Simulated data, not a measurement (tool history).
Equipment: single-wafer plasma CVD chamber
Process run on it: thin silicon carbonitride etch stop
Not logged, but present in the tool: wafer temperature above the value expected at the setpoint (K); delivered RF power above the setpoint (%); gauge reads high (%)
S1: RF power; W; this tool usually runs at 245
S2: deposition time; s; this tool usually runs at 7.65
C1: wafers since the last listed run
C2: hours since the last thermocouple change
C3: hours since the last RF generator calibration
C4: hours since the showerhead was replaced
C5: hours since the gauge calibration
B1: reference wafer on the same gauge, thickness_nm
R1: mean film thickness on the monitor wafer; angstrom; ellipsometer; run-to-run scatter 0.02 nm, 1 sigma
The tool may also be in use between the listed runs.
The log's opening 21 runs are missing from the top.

Run 22, hour 1940.2: usual settings but S1 195 W, S2 8.26 s; C1 1241; C2 1154.4; C3 647.4; C4 198.3; C5 896; B1 4.328. Result: R1 49.1 angstrom.
Run 23, hour 2038.4: usual settings but S1 215 W, S2 8.61 s; C1 1753; C2 1252.6; C3 745.6; C4 296.5; C5 994.2; B1 4.329. Result: R1 52.34 angstrom.
Run 24, hour 2082.4: usual settings; C1 785; C2 1296.6; C3 789.6; C4 340.5; C5 1038.2; B1 4.329. Result: R1 47.69 angstrom.
Run 25, hour 2151.6: usual settings but S1 215 W, S2 8.27 s; C1 1235; C2 1365.8; C3 858.8; C4 409.7; C5 1107.4; B1 4.332. Result: R1 50.23 angstrom.
Run 26, hour 2236: usual settings but S1 225 W, S2 8.32 s; C1 1507; C2 1450.2; C3 943.2; C4 494.1; C5 1191.8; B1 4.328. Result: R1 50.43 angstrom.
Run 27, hour 2301.5: usual settings but S1 230 W; C1 1169; C2 1515.7; C3 1008.7; C4 559.6; C5 1257.3; B1 4.329. Result: R1 47.02 angstrom.
Run 28, hour 2339: usual settings; C1 669; C2 1553.2; C3 1046.2; C4 597.1; C5 1294.8; B1 4.326. Result: R1 47.78 angstrom.
Run 29, hour 2432.2: usual settings; C1 1664; C2 1646.4; C3 1139.4; C4 690.3; C5 1388; B1 4.329. Result: R1 47.7 angstrom.
Run 30, hour 2479.5: usual settings but S1 260 W, S2 8.87 s; C1 844; C2 1693.7; C3 1186.7; C4 737.6; C5 1435.3; B1 4.328. Result: R1 56.23 angstrom.

What if the next run were any one of these 5? Each begins from the tool's condition after run 30:
Run A, hour 2479.9: usual settings; C1 7; C2 1694.1; C3 1187.1; C4 738; C5 1435.7; B1 ?. Result: R1 ?.
Run B, hour 2479.9: usual settings but S1 260 W, S2 8.67 s; C1 7; C2 1694.1; C3 1187.1; C4 738; C5 1435.7; B1 ?. Result: R1 ?.
Run C, hour 2479.9: usual settings but S1 290 W, S2 8.3 s; C1 7; C2 1694.1; C3 1187.1; C4 738; C5 1435.7; B1 ?. Result: R1 ?.
Run D, hour 2479.9: usual settings but S1 220 W, S2 6.28 s; C1 7; C2 1694.1; C3 1187.1; C4 738; C5 1435.7; B1 ?. Result: R1 ?.
Run E, hour 2479.9: usual settings but S2 6.99 s; C1 7; C2 1694.1; C3 1187.1; C4 738; C5 1435.7; B1 ?. Result: R1 ?.

run    B1     R1
  A  4.33  47.61
  B  4.33  54.78
  C  4.33  53.95
  D  4.33  38.03
  E  4.33   43.5
Without the tool's unlogged condition, the same runs would have read:
run     R1
  A  48.49
  B   55.8
  C  54.95
  D  38.74
  E  44.31
